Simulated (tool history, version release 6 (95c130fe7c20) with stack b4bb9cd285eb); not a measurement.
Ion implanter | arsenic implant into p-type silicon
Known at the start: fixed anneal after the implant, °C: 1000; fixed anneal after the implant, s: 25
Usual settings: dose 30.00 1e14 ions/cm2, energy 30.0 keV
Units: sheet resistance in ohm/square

run	day	dose	energy	read-back reference wafer on the same gauge, sheet resistance	sheet resistance
1	0.000	25.22	36.0	79.43	78.89
2	0.733	25.22	36.0	79.51	78.73
3	1.379	25.22	36.0	79.56	79.19
4	1.667	30.00	30.0	79.59	83.17
5	2.125	30.00	30.0	79.62	83.19
6	2.650	30.00	30.0	79.65	83.39
7	3.192	30.00	30.0	79.70	83.11
8	3.821	30.00	30.0	79.76	83.49
9	4.396	30.00	30.0	79.80	83.50
10	4.683	30.00	30.0	79.80	83.39
11	5.012	30.00	30.0	79.82	83.27
12	5.400	30.00	30.0	79.86	83.50
13	6.083	30.00	30.0	79.91	83.51
14	6.708	30.00	30.0	79.97	83.63
15	6.971	30.00	30.0	79.98	83.63
# day 7.279: gauge calibrated
16	7.383	30.00	30.0	79.04	82.49
17	8.129	30.00	30.0	79.14	82.62
18	8.771	30.00	30.0	79.13	82.71
19	9.208	23.09	35.0	79.20	81.17
20	9.467	21.16	23.0	79.21	97.18
21	10.150	30.00	30.0	79.27	82.79
22	10.738	30.00	30.0	79.30	83.10
23	11.125	32.66	25.0	79.33	88.72
24	11.500	35.62	36.5	79.37	73.79
# day 11.846: extraction supply calibrated
25	12.062	30.00	30.0	79.41	82.98
26	12.375	22.30	25.5	79.45	93.09
27	13.046	38.40	35.0	79.49	74.88
28	13.675	30.00	21.5	79.54	95.05
29	14.342	35.44	38.5	79.59	72.14
# day 14.921: Faraday cup replaced and dose calibrated
30	14.942	30.00	30.0	79.62	83.26
31	15.333	38.81	30.0	79.65	80.51
32	15.896	30.00	30.0	79.72	83.12
33	16.350	37.12	39.5	79.73	70.99
34	16.675	35.68	39.0	79.76	71.90

Run 35 comes next. What will it give?
35	16.979	32.83	25.0	?	?

{"run 35": {"read-back reference wafer on the same gauge, sheet resistance": 79.79, "sheet resistance": 88.8}}
Without the tool's hidden state the same run would have given sheet resistance 87.93 ohm/square.

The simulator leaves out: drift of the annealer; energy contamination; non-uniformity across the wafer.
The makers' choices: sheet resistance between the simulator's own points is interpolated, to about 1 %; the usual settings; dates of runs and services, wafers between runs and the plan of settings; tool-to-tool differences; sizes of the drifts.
